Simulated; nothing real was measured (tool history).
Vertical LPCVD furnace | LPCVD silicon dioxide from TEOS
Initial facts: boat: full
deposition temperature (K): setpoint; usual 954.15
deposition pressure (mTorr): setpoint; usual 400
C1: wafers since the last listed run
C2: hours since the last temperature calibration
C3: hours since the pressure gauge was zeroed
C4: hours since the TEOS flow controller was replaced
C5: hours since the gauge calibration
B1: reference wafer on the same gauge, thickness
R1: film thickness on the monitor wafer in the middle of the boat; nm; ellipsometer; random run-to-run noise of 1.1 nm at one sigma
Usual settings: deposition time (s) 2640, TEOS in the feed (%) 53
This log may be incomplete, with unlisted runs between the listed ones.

{"run": 1, "hour": 0.0, "deposition temperature (K)": 954.15, "deposition pressure (mTorr)": 400, "deposition time (s)": 2640, "TEOS in the feed (%)": 53, "C1": 0, "C2": 4426.8, "C3": 3203.2, "C4": 944.4, "C5": 1062.2, "B1": 215.79, "R1": 237.65}
{"run": 2, "hour": 32.5, "deposition temperature (K)": 954.15, "deposition pressure (mTorr)": 400, "deposition time (s)": 2640, "TEOS in the feed (%)": 53, "C1": 618, "C2": 4459.3, "C3": 3235.7, "C4": 976.9, "C5": 1094.7, "B1": 216.19, "R1": 241.1}
{"run": 3, "hour": 103.4, "deposition temperature (K)": 954.15, "deposition pressure (mTorr)": 400, "deposition time (s)": 2640, "TEOS in the feed (%)": 53, "C1": 1349, "C2": 4530.2, "C3": 3306.6, "C4": 1047.8, "C5": 1165.6, "B1": 216.18, "R1": 239.09}
{"run": 4, "hour": 167.3, "deposition temperature (K)": 954.15, "deposition pressure (mTorr)": 400, "deposition time (s)": 2640, "TEOS in the feed (%)": 53, "C1": 1215, "C2": 4594.1, "C3": 3370.5, "C4": 1111.7, "C5": 1229.5, "B1": 215.92, "R1": 239.11}
{"run": 5, "hour": 193.7, "deposition temperature (K)": 954.15, "deposition pressure (mTorr)": 345, "deposition time (s)": 2340, "TEOS in the feed (%)": 53, "C1": 502, "C2": 4620.5, "C3": 3396.9, "C4": 1138.1, "C5": 1255.9, "B1": 216.38, "R1": 196.93}
{"run": 6, "hour": 243.7, "deposition temperature (K)": 954.15, "deposition pressure (mTorr)": 400, "deposition time (s)": 2640, "TEOS in the feed (%)": 53, "C1": 951, "C2": 4670.5, "C3": 3446.9, "C4": 1188.1, "C5": 1305.9, "B1": 215.89, "R1": 241.51}
{"run": 7, "hour": 271.0, "deposition temperature (K)": 954.15, "deposition pressure (mTorr)": 400, "deposition time (s)": 2640, "TEOS in the feed (%)": 53, "C1": 519, "C2": 4697.8, "C3": 3474.2, "C4": 1215.4, "C5": 1333.2, "B1": 216.09, "R1": 243.5}
{"run": 8, "hour": 312.8, "deposition temperature (K)": 954.15, "deposition pressure (mTorr)": 400, "deposition time (s)": 2640, "TEOS in the feed (%)": 53, "C1": 795, "C2": 4739.6, "C3": 3516, "C4": 1257.2, "C5": 1375, "B1": 215.8, "R1": 241.22}
{"hour": 362.7, "done": "gauge calibrated"}
{"hour": 372.7, "done": "thermocouples replaced and temperature profile calibrated"}
{"run": 9, "hour": 379.1, "deposition temperature (K)": 954.15, "deposition pressure (mTorr)": 400, "deposition time (s)": 2640, "TEOS in the feed (%)": 53, "C1": 804, "C2": 6.4, "C3": 3582.3, "C4": 1323.5, "C5": 16.4, "B1": 215.53, "R1": 221.41}
{"run": 10, "hour": 436.4, "deposition temperature (K)": 954.15, "deposition pressure (mTorr)": 400, "deposition time (s)": 2640, "TEOS in the feed (%)": 53, "C1": 1090, "C2": 63.7, "C3": 3639.6, "C4": 1380.8, "C5": 73.7, "B1": 215.95, "R1": 220.52}
{"run": 11, "hour": 461.1, "deposition temperature (K)": 954.15, "deposition pressure (mTorr)": 400, "deposition time (s)": 2640, "TEOS in the feed (%)": 53, "C1": 470, "C2": 88.4, "C3": 3664.3, "C4": 1405.5, "C5": 98.4, "B1": 215.73, "R1": 222.32}
{"run": 12, "hour": 516.6, "deposition temperature (K)": 954.15, "deposition pressure (mTorr)": 400, "deposition time (s)": 2640, "TEOS in the feed (%)": 53, "C1": 1056, "C2": 143.9, "C3": 3719.8, "C4": 1461, "C5": 153.9, "B1": 216.03, "R1": 221.13}
{"run": 13, "hour": 550.4, "deposition temperature (K)": 958.15, "deposition pressure (mTorr)": 400, "deposition time (s)": 2640, "TEOS in the feed (%)": 53, "C1": 643, "C2": 177.7, "C3": 3753.6, "C4": 1494.8, "C5": 187.7, "B1": 216.02, "R1": 245.96}
{"run": 14, "hour": 605.7, "deposition temperature (K)": 954.15, "deposition pressure (mTorr)": 300, "deposition time (s)": 2640, "TEOS in the feed (%)": 53, "C1": 1052, "C2": 233, "C3": 3808.9, "C4": 1550.1, "C5": 243, "B1": 216.1, "R1": 192.08}
{"run": 15, "hour": 642.4, "deposition temperature (K)": 954.15, "deposition pressure (mTorr)": 400, "deposition time (s)": 2640, "TEOS in the feed (%)": 53, "C1": 698, "C2": 269.7, "C3": 3845.6, "C4": 1586.8, "C5": 279.7, "B1": 215.87, "R1": 221.04}
{"run": 16, "hour": 712.2, "deposition temperature (K)": 946.15, "deposition pressure (mTorr)": 430, "deposition time (s)": 2640, "TEOS in the feed (%)": 53, "C1": 1328, "C2": 339.5, "C3": 3915.4, "C4": 1656.6, "C5": 349.5, "B1": 216.01, "R1": 188.96}
{"hour": 800.2, "done": "TEOS flow controller replaced"}
{"run": 17, "hour": 800.7, "deposition temperature (K)": 954.15, "deposition pressure (mTorr)": 400, "deposition time (s)": 3330, "TEOS in the feed (%)": 44, "C1": 1227, "C2": 428, "C3": 4003.9, "C4": 0.5, "C5": 438, "B1": 216.19, "R1": 256.42}
{"hour": 862.9, "done": "pressure gauge zeroed"}
{"run": 18, "hour": 863.4, "deposition temperature (K)": 944.15, "deposition pressure (mTorr)": 360, "deposition time (s)": 2640, "TEOS in the feed (%)": 53, "C1": 736, "C2": 490.7, "C3": 0.5, "C4": 63.2, "C5": 500.7, "B1": 216.12, "R1": 164.04}
{"run": 19, "hour": 919.4, "deposition temperature (K)": 954.15, "deposition pressure (mTorr)": 460, "deposition time (s)": 2640, "TEOS in the feed (%)": 46, "C1": 1065, "C2": 546.7, "C3": 56.5, "C4": 119.2, "C5": 556.7, "B1": 215.92, "R1": 221.73}
{"run": 20, "hour": 962.1, "deposition temperature (K)": 947.15, "deposition pressure (mTorr)": 400, "deposition time (s)": 1680, "TEOS in the feed (%)": 53, "C1": 812, "C2": 589.4, "C3": 99.2, "C4": 161.9, "C5": 599.4, "B1": 216.22, "R1": 119.27}
{"run": 21, "hour": 1006.3, "deposition temperature (K)": 954.15, "deposition pressure (mTorr)": 400, "deposition time (s)": 2640, "TEOS in the feed (%)": 53, "C1": 841, "C2": 633.6, "C3": 143.4, "C4": 206.1, "C5": 643.6, "B1": 215.79, "R1": 221.02}
{"run": 22, "hour": 1045.1, "deposition temperature (K)": 954.15, "deposition pressure (mTorr)": 435, "deposition time (s)": 2640, "TEOS in the feed (%)": 53, "C1": 738, "C2": 672.4, "C3": 182.2, "C4": 244.9, "C5": 682.4, "B1": 216.02, "R1": 231.15}
{"run": 23, "hour": 1091.0, "deposition temperature (K)": 965.15, "deposition pressure (mTorr)": 470, "deposition time (s)": 3390, "TEOS in the feed (%)": 48, "C1": 873, "C2": 718.3, "C3": 228.1, "C4": 290.8, "C5": 728.3, "B1": 216.02, "R1": 385.11}
{"run": 24, "hour": 1144.8, "deposition temperature (K)": 954.15, "deposition pressure (mTorr)": 485, "deposition time (s)": 2640, "TEOS in the feed (%)": 56, "C1": 1023, "C2": 772.1, "C3": 281.9, "C4": 344.6, "C5": 782.1, "B1": 216.02, "R1": 251.88}
{"run": 25, "hour": 1208.0, "deposition temperature (K)": 962.15, "deposition pressure (mTorr)": 470, "deposition time (s)": 3630, "TEOS in the feed (%)": 58, "C1": 1202, "C2": 835.3, "C3": 345.1, "C4": 407.8, "C5": 845.3, "B1": 216.08, "R1": 419.56}

4 options for the next run, each taken on its own from the tool as it stands now. Forecast them:
{"run": "A", "hour": 1212.8, "deposition temperature (K)": 954.15, "deposition pressure (mTorr)": 400, "deposition time (s)": 2640, "TEOS in the feed (%)": 59, "C1": 91, "C2": 840.1, "C3": 349.9, "C4": 412.6, "C5": 850.1, "B1": "?", "R1": "?"}
{"run": "B", "hour": 1212.8, "deposition temperature (K)": 954.15, "deposition pressure (mTorr)": 400, "deposition time (s)": 2640, "TEOS in the feed (%)": 45, "C1": 91, "C2": 840.1, "C3": 349.9, "C4": 412.6, "C5": 850.1, "B1": "?", "R1": "?"}
{"run": "C", "hour": 1212.8, "deposition temperature (K)": 954.15, "deposition pressure (mTorr)": 400, "deposition time (s)": 3180, "TEOS in the feed (%)": 49, "C1": 91, "C2": 840.1, "C3": 349.9, "C4": 412.6, "C5": 850.1, "B1": "?", "R1": "?"}
{"run": "D", "hour": 1212.8, "deposition temperature (K)": 951.15, "deposition pressure (mTorr)": 400, "deposition time (s)": 2640, "TEOS in the feed (%)": 53, "C1": 91, "C2": 840.1, "C3": 349.9, "C4": 412.6, "C5": 850.1, "B1": "?", "R1": "?"}

run=A B1=215.65 R1=234.25
run=B B1=215.65 R1=204.58
run=C B1=215.65 R1=257.14
run=D B1=215.65 R1=206.44
Without the tool's hidden state the same runs would have given:
run=A R1=231.52
run=B R1=202.19
run=C R1=254.14
run=D R1=204.01

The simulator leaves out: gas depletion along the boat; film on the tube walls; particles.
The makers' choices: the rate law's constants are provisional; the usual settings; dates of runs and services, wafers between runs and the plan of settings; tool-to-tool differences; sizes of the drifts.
